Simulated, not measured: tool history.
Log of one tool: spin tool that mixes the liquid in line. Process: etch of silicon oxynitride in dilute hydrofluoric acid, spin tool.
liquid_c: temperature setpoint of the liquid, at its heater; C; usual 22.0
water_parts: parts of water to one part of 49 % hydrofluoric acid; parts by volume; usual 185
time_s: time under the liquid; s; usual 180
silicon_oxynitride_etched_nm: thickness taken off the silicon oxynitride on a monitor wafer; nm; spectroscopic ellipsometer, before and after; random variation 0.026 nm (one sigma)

| run | hour | liquid_c | water_parts | time_s | wafers since the last listed run | hours since the thermometer was replaced | hours since the hydrofluoric acid flow meter was replaced | hours since the gauge calibration | read-back film thickness of the silicon oxynitride reference wafer, read on the same gauge (nm) | silicon_oxynitride_etched_nm |
|---|---|---|---|---|---|---|---|---|---|---|
| 1 | 0.0 | 22.0 | 185 | 180 | 0 | 603.6 | 1305.4 | 93.7 | 90.024 | 3.939 |
| 2 | 25.1 | 22.0 | 185 | 180 | 222 | 628.7 | 1330.5 | 118.8 | 89.992 | 3.943 |
| 3 | 35.6 | 18.0 | 145 | 180 | 93 | 639.2 | 1341.0 | 129.3 | 89.968 | 4.312 |
| 4 | 48.3 | 22.0 | 145 | 180 | 112 | 651.9 | 1353.7 | 142.0 | 89.949 | 5.219 |
| 5 | 58.3 | 22.0 | 145 | 180 | 88 | 661.9 | 1363.7 | 152.0 | 90.006 | 5.186 |
| 6 | 95.7 | 22.0 | 185 | 180 | 331 | 699.3 | 1401.1 | 189.4 | 90.016 | 3.942 |
|  | 96.8 | gauge calibrated |
| 7 | 112.1 | 22.0 | 185 | 180 | 145 | 715.7 | 1417.5 | 15.3 | 89.966 | 3.912 |
|  | 115.0 | thermometer replaced |
| 8 | 130.1 | 22.0 | 145 | 180 | 150 | 15.1 | 1435.5 | 33.3 | 90.000 | 5.146 |
|  | 134.3 | hydrofluoric acid flow meter replaced |
| 9 | 141.6 | 18.0 | 100 | 180 | 93 | 26.6 | 7.3 | 44.8 | 90.011 | 6.428 |
| 10 | 159.1 | 24.5 | 265 | 250 | 155 | 44.1 | 24.8 | 62.3 | 89.988 | 4.016 |

Run 11 comes next. What will it give?
| 11 | 169.1 | 22.0 | 255 | 180 | 88 | 54.1 | 34.8 | 72.3 | ? | ? |

Run 11 gave read-back film thickness of the silicon oxynitride reference wafer, read on the same gauge (nm) 90.010, silicon_oxynitride_etched_nm 2.721 nm.
Without the tool's hidden state the same run would have given silicon_oxynitride_etched_nm 2.721 nm.
